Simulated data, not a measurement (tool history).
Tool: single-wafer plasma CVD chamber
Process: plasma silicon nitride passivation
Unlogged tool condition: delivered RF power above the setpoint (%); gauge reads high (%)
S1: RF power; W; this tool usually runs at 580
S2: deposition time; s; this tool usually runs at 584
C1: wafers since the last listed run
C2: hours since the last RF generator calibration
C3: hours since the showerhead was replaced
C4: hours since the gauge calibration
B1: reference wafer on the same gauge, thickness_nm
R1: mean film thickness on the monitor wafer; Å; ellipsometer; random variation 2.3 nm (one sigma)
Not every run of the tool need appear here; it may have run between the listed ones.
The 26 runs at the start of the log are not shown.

run    hour   S1   S2   C1      C2      C3      C4       B1        R1
 27  2153.6  580  584  153   414.9   167.5  1951.0  930.239   8077.80
 28  2208.6  580  584  115   469.9   222.5  2006.0  929.103   8114.28
 29  2317.3  620  468  228   578.6   331.2  2114.7  925.348   6598.04
 30  2365.9  580  584  102   627.2   379.8  2163.3  924.280   8062.74
     2404.5  -- gauge calibrated
 31  2428.5  635  584  131   689.8   442.4    24.0  961.749   8630.38
 32  2480.6  580  584  109   741.9   494.5    76.1  960.386   8369.70
 33  2529.4  475  514  102   790.7   543.3   124.9  960.679   6926.84
 34  2612.9  630  656  175   874.2   626.8   208.4  960.503   9685.31
 35  2677.7  685  689  136   939.0   691.6   273.2  961.036  10459.69
 36  2745.9  690  622  143  1007.2   759.8   341.4  960.125   9450.34
 37  2828.8  530  661  174  1090.1   842.7   424.3  959.647   9192.81
 38  2897.5  580  584  144  1158.8   911.4   493.0  959.887   8390.61
 39  2989.8  695  633  194  1251.1  1003.7   585.3  958.708   9620.00
 40  3039.2  580  687  103  1300.5  1053.1   634.7  957.537   9787.72
 41  3128.6  480  673  188  1389.9  1142.5   724.1  957.647   9029.36
 42  3221.2  690  697  194  1482.5  1235.1   816.7  956.341  10543.33
 43  3271.3  545  658  105  1532.6  1285.2   866.8  956.475   9152.86

Below are 4 alternative next runs, each starting from the tool's condition after run 43. Predict each:
  A  3271.9  580  536   1  1533.2  1285.8  867.4   ?   ?
  B  3271.9  620  584   1  1533.2  1285.8  867.4   ?   ?
  C  3271.9  675  685   1  1533.2  1285.8  867.4   ?   ?
  D  3271.9  485  584   1  1533.2  1285.8  867.4   ?   ?

run       B1        R1
  A  955.907   7664.73
  B  955.907   8534.40
  C  955.907  10289.45
  D  955.907   7873.53
Take away the tool's hidden state, keep each run's random variation, and the runs would have read:
run        R1
  A   7655.85
  B   8524.52
  C  10277.53
  D   7864.41

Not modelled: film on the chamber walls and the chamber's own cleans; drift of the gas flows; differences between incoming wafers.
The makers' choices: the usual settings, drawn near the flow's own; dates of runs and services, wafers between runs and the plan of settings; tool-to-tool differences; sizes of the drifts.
